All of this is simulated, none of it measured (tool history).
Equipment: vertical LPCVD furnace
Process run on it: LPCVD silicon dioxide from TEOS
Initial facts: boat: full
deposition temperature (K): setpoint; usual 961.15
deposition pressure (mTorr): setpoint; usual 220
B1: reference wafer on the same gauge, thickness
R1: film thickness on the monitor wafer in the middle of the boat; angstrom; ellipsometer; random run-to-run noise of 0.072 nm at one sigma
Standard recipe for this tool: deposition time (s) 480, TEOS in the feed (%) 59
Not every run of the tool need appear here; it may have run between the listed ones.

{"run": 1, "hour": 0.0, "deposition temperature (K)": 961.15, "deposition pressure (mTorr)": 220, "deposition time (s)": 570, "TEOS in the feed (%)": 59, "B1": 35.65, "R1": 407.1}
{"run": 2, "hour": 61.0, "deposition temperature (K)": 961.15, "deposition pressure (mTorr)": 220, "deposition time (s)": 570, "TEOS in the feed (%)": 59, "B1": 35.73, "R1": 409}
{"run": 3, "hour": 93.5, "deposition temperature (K)": 965.15, "deposition pressure (mTorr)": 220, "deposition time (s)": 480, "TEOS in the feed (%)": 59, "B1": 35.73, "R1": 377.5}
{"run": 4, "hour": 117.6, "deposition temperature (K)": 965.15, "deposition pressure (mTorr)": 220, "deposition time (s)": 480, "TEOS in the feed (%)": 59, "B1": 35.7, "R1": 378}
{"run": 5, "hour": 170.0, "deposition temperature (K)": 965.15, "deposition pressure (mTorr)": 220, "deposition time (s)": 480, "TEOS in the feed (%)": 59, "B1": 35.72, "R1": 379}
{"run": 6, "hour": 198.4, "deposition temperature (K)": 961.15, "deposition pressure (mTorr)": 220, "deposition time (s)": 360, "TEOS in the feed (%)": 59, "B1": 35.68, "R1": 257.5}
{"run": 7, "hour": 264.9, "deposition temperature (K)": 961.15, "deposition pressure (mTorr)": 220, "deposition time (s)": 360, "TEOS in the feed (%)": 59, "B1": 35.68, "R1": 258.1}
{"run": 8, "hour": 365.8, "deposition temperature (K)": 961.15, "deposition pressure (mTorr)": 235, "deposition time (s)": 390, "TEOS in the feed (%)": 59, "B1": 35.69, "R1": 290.3}
{"hour": 424.1, "done": "TEOS flow controller replaced"}
{"run": 9, "hour": 424.6, "deposition temperature (K)": 961.15, "deposition pressure (mTorr)": 220, "deposition time (s)": 480, "TEOS in the feed (%)": 59, "B1": 35.71, "R1": 340.5}
{"run": 10, "hour": 462.6, "deposition temperature (K)": 969.15, "deposition pressure (mTorr)": 220, "deposition time (s)": 480, "TEOS in the feed (%)": 59, "B1": 35.66, "R1": 413}
{"run": 11, "hour": 511.7, "deposition temperature (K)": 969.15, "deposition pressure (mTorr)": 220, "deposition time (s)": 480, "TEOS in the feed (%)": 59, "B1": 35.72, "R1": 411.2}
{"hour": 539.3, "done": "gauge calibrated"}
{"run": 12, "hour": 582.3, "deposition temperature (K)": 961.15, "deposition pressure (mTorr)": 220, "deposition time (s)": 480, "TEOS in the feed (%)": 59, "B1": 35.7, "R1": 341.3}
{"run": 13, "hour": 636.6, "deposition temperature (K)": 961.15, "deposition pressure (mTorr)": 220, "deposition time (s)": 480, "TEOS in the feed (%)": 59, "B1": 35.67, "R1": 341.7}
{"run": 14, "hour": 701.9, "deposition temperature (K)": 951.15, "deposition pressure (mTorr)": 220, "deposition time (s)": 480, "TEOS in the feed (%)": 69, "B1": 35.71, "R1": 291.2}
{"run": 15, "hour": 745.4, "deposition temperature (K)": 961.15, "deposition pressure (mTorr)": 220, "deposition time (s)": 480, "TEOS in the feed (%)": 59, "B1": 35.68, "R1": 341.9}
{"run": 16, "hour": 811.9, "deposition temperature (K)": 955.15, "deposition pressure (mTorr)": 185, "deposition time (s)": 480, "TEOS in the feed (%)": 68, "B1": 35.65, "R1": 291.3}
{"run": 17, "hour": 838.7, "deposition temperature (K)": 961.15, "deposition pressure (mTorr)": 220, "deposition time (s)": 480, "TEOS in the feed (%)": 59, "B1": 35.67, "R1": 341.8}
{"hour": 903.8, "done": "thermocouples replaced and temperature profile calibrated"}
{"run": 18, "hour": 904.3, "deposition temperature (K)": 961.15, "deposition pressure (mTorr)": 220, "deposition time (s)": 480, "TEOS in the feed (%)": 59, "B1": 35.74, "R1": 336.5}
{"run": 19, "hour": 956.5, "deposition temperature (K)": 964.15, "deposition pressure (mTorr)": 235, "deposition time (s)": 330, "TEOS in the feed (%)": 68, "B1": 35.68, "R1": 275.3}
{"run": 20, "hour": 1028.3, "deposition temperature (K)": 965.15, "deposition pressure (mTorr)": 170, "deposition time (s)": 630, "TEOS in the feed (%)": 64, "B1": 35.67, "R1": 445}
{"run": 21, "hour": 1055.1, "deposition temperature (K)": 965.15, "deposition pressure (mTorr)": 260, "deposition time (s)": 660, "TEOS in the feed (%)": 63, "B1": 35.71, "R1": 571.5}
{"hour": 1087.5, "done": "pressure gauge zeroed"}
{"run": 22, "hour": 1211.2, "deposition temperature (K)": 964.15, "deposition pressure (mTorr)": 220, "deposition time (s)": 480, "TEOS in the feed (%)": 59, "B1": 35.69, "R1": 360.8}
{"run": 23, "hour": 1281.8, "deposition temperature (K)": 961.15, "deposition pressure (mTorr)": 220, "deposition time (s)": 480, "TEOS in the feed (%)": 59, "B1": 35.67, "R1": 337.6}
{"run": 24, "hour": 1348.9, "deposition temperature (K)": 952.15, "deposition pressure (mTorr)": 220, "deposition time (s)": 570, "TEOS in the feed (%)": 65, "B1": 35.68, "R1": 338}
{"run": 25, "hour": 1411.0, "deposition temperature (K)": 961.15, "deposition pressure (mTorr)": 220, "deposition time (s)": 480, "TEOS in the feed (%)": 59, "B1": 35.7, "R1": 337.2}
{"run": 26, "hour": 1480.5, "deposition temperature (K)": 961.15, "deposition pressure (mTorr)": 220, "deposition time (s)": 300, "TEOS in the feed (%)": 59, "B1": 35.69, "R1": 210.5}
{"run": 27, "hour": 1519.7, "deposition temperature (K)": 951.15, "deposition pressure (mTorr)": 200, "deposition time (s)": 390, "TEOS in the feed (%)": 59, "B1": 35.66, "R1": 205.4}
{"run": 28, "hour": 1556.8, "deposition temperature (K)": 961.15, "deposition pressure (mTorr)": 220, "deposition time (s)": 480, "TEOS in the feed (%)": 59, "B1": 35.69, "R1": 337.6}
{"run": 29, "hour": 1598.2, "deposition temperature (K)": 972.15, "deposition pressure (mTorr)": 260, "deposition time (s)": 480, "TEOS in the feed (%)": 51, "B1": 35.75, "R1": 442}
{"run": 30, "hour": 1648.4, "deposition temperature (K)": 961.15, "deposition pressure (mTorr)": 265, "deposition time (s)": 480, "TEOS in the feed (%)": 59, "B1": 35.73, "R1": 370.5}

The tool's hidden state at each run:
true pressure minus gauge reading, mTorr: 0 on each run
gauge reads high (%): 0 on each run
H1: true tube temperature minus thermocouple reading, K
H2: deviation of the TEOS flow from its setpoint, %
run=1 H1=0.515 H2=6.08
run=2 H1=0.535 H2=6.22
run=3 H1=0.545 H2=6.29
run=4 H1=0.553 H2=6.35
run=5 H1=0.571 H2=6.47
run=6 H1=0.581 H2=6.53
run=7 H1=0.604 H2=6.69
run=8 H1=0.639 H2=6.92
run=9 H1=0.661 H2=0.107
run=10 H1=0.675 H2=0.194
run=11 H1=0.693 H2=0.307
run=12 H1=0.72 H2=0.469
run=13 H1=0.741 H2=0.594
run=14 H1=0.767 H2=0.745
run=15 H1=0.785 H2=0.845
run=16 H1=0.812 H2=0.998
run=17 H1=0.823 H2=1.06
run=18 H1=0.0592 H2=1.21
run=19 H1=0.0594 H2=1.33
run=20 H1=0.0601 H2=1.5
run=21 H1=0.0605 H2=1.56
run=22 H1=0.0645 H2=1.92
run=23 H1=0.0672 H2=2.08
run=24 H1=0.0703 H2=2.23
run=25 H1=0.0737 H2=2.38
run=26 H1=0.0779 H2=2.54
run=27 H1=0.0805 H2=2.63
run=28 H1=0.0832 H2=2.71
run=29 H1=0.0863 H2=2.81
run=30 H1=0.0903 H2=2.92
